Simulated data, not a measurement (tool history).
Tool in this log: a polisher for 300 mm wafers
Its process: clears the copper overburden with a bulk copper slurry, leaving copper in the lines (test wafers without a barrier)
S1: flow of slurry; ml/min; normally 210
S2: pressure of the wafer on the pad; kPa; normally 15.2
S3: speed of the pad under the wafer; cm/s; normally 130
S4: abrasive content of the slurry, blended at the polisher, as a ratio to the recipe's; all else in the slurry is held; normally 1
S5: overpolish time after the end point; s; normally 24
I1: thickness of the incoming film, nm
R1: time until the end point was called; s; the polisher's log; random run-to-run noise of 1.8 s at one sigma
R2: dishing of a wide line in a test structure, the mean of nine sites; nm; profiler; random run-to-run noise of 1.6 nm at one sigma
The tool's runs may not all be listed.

{"run": 1, "day": 0.0, "S1": 210, "S2": 15.2, "S3": 130, "S4": 0.95, "S5": 24, "I1": 1180.5, "R1": 171.5, "R2": 86.7}
{"run": 2, "day": 1.55, "S1": 210, "S2": 15.2, "S3": 130, "S4": 1, "S5": 24, "I1": 1184.7, "R1": 170.6, "R2": 88.9}
{"day": 3.342, "done": "head pressure recalibrated"}
{"day": 7.204, "done": "slurry nozzle cleaned"}
{"day": 7.575, "done": "worn pad replaced by a new one"}
{"run": 3, "day": 8.642, "S1": 210, "S2": 15.2, "S3": 130, "S4": 1, "S5": 24, "I1": 1202, "R1": 168, "R2": 85.3}
{"day": 11.442, "done": "slurry blender recalibrated"}
{"run": 4, "day": 12.662, "S1": 210, "S2": 15.2, "S3": 130, "S4": 1, "S5": 24, "I1": 1176.9, "R1": 165.9, "R2": 90.1}
{"run": 5, "day": 14.612, "S1": 210, "S2": 15.2, "S3": 112, "S4": 1, "S5": 24, "I1": 1218.4, "R1": 191.1, "R2": 83.1}
{"run": 6, "day": 16.879, "S1": 210, "S2": 15.2, "S3": 130, "S4": 0.9, "S5": 24, "I1": 1212.1, "R1": 175.4, "R2": 86.7}
{"run": 7, "day": 20.388, "S1": 210, "S2": 15.2, "S3": 130, "S4": 1, "S5": 35, "I1": 1174.5, "R1": 164.1, "R2": 95.8}
{"day": 22.183, "done": "worn pad replaced by a new one"}
{"run": 8, "day": 24.183, "S1": 210, "S2": 15.2, "S3": 130, "S4": 1, "S5": 35, "I1": 1181.2, "R1": 166.1, "R2": 97.2}
{"day": 25.975, "done": "slurry blender recalibrated"}
{"run": 9, "day": 27.229, "S1": 210, "S2": 15.2, "S3": 130, "S4": 1, "S5": 35, "I1": 1191.5, "R1": 171.5, "R2": 100.4}
{"run": 10, "day": 31.654, "S1": 210, "S2": 15.2, "S3": 130, "S4": 1.1, "S5": 24, "I1": 1214.4, "R1": 170.5, "R2": 86.2}
{"run": 11, "day": 33.821, "S1": 210, "S2": 15.2, "S3": 130, "S4": 1, "S5": 32, "I1": 1187.5, "R1": 180, "R2": 97}
{"day": 35.233, "done": "worn pad replaced by a new one"}
{"run": 12, "day": 35.592, "S1": 210, "S2": 15.2, "S3": 130, "S4": 1, "S5": 24, "I1": 1212.8, "R1": 182.8, "R2": 85.4}
{"day": 36.679, "done": "slurry nozzle cleaned"}
{"day": 38.112, "done": "slurry blender recalibrated"}
{"run": 13, "day": 38.579, "S1": 210, "S2": 12.4, "S3": 130, "S4": 1, "S5": 24, "I1": 1224.7, "R1": 209, "R2": 77.5}
{"run": 14, "day": 41.3, "S1": 210, "S2": 15.2, "S3": 102, "S4": 0.8, "S5": 16, "I1": 1214.9, "R1": 207, "R2": 64.5}
{"day": 42.871, "done": "head pressure recalibrated"}
{"run": 15, "day": 43.033, "S1": 170, "S2": 15.2, "S3": 130, "S4": 1, "S5": 35, "I1": 1218.9, "R1": 173.7, "R2": 98.6}
{"run": 16, "day": 46.138, "S1": 210, "S2": 11, "S3": 130, "S4": 1, "S5": 24, "I1": 1212.7, "R1": 230.1, "R2": 70.5}
{"day": 48.171, "done": "worn pad replaced by a new one, of another model than before"}
{"run": 17, "day": 50.621, "S1": 210, "S2": 15.2, "S3": 130, "S4": 1, "S5": 24, "I1": 1193.6, "R1": 165, "R2": 85.8}
{"day": 52.329, "done": "slurry blender recalibrated"}
{"run": 18, "day": 53.654, "S1": 250, "S2": 11.7, "S3": 130, "S4": 1, "S5": 18, "I1": 1196.8, "R1": 204.3, "R2": 67.1}
{"run": 19, "day": 56.717, "S1": 210, "S2": 15.2, "S3": 130, "S4": 0.75, "S5": 24, "I1": 1204.4, "R1": 184, "R2": 83.1}
{"run": 20, "day": 59.771, "S1": 270, "S2": 16.5, "S3": 110, "S4": 1, "S5": 32, "I1": 1193.7, "R1": 180.1, "R2": 97.4}
{"day": 61.133, "done": "worn pad replaced by a new one"}
{"run": 21, "day": 63.008, "S1": 210, "S2": 17.2, "S3": 130, "S4": 0.9, "S5": 35, "I1": 1205.1, "R1": 162.9, "R2": 104.4}
{"day": 63.838, "done": "slurry blender recalibrated"}
{"day": 65.167, "done": "slurry nozzle cleaned"}
{"run": 22, "day": 65.308, "S1": 210, "S2": 15.2, "S3": 130, "S4": 1, "S5": 24, "I1": 1198.7, "R1": 166.4, "R2": 87.2}

For some of the steps in R1 from one run to the next: how much would appear even if the tool had no hidden state, given the settings, what came in and random variation, and how much remains for the hidden state plus any gauge scatter that the measured result and the result without hidden state don't share?
Hidden conditions of the tool in this case: removal rate lost through wear of the pad, %; slurry flow missing at the pad, %; deviation of the head's pressure from its setpoint, %; abrasive missing from the slurry, %.
Run 12 -> 13: S2 15.2 -> 12.4, slurry nozzle cleaned, slurry blender recalibrated. R1 +26.2 s: hidden state -14, all else +40.2.
Run 15 -> 16: S1 170 -> 210, S2 15.2 -> 11, S5 35 -> 24. R1 +56.4 s: hidden state +0.6, all else +55.8.
Run 16 -> 17: S2 11 -> 15.2, worn pad replaced by a new one, of another model than before. R1 -65.1 s: hidden state -0.3, all else -64.8.
Run 21 -> 22: S2 17.2 -> 15.2, S4 0.9 -> 1, S5 35 -> 24, slurry blender recalibrated, slurry nozzle cleaned. R1 +3.5 s: hidden state -5, all else +8.5.
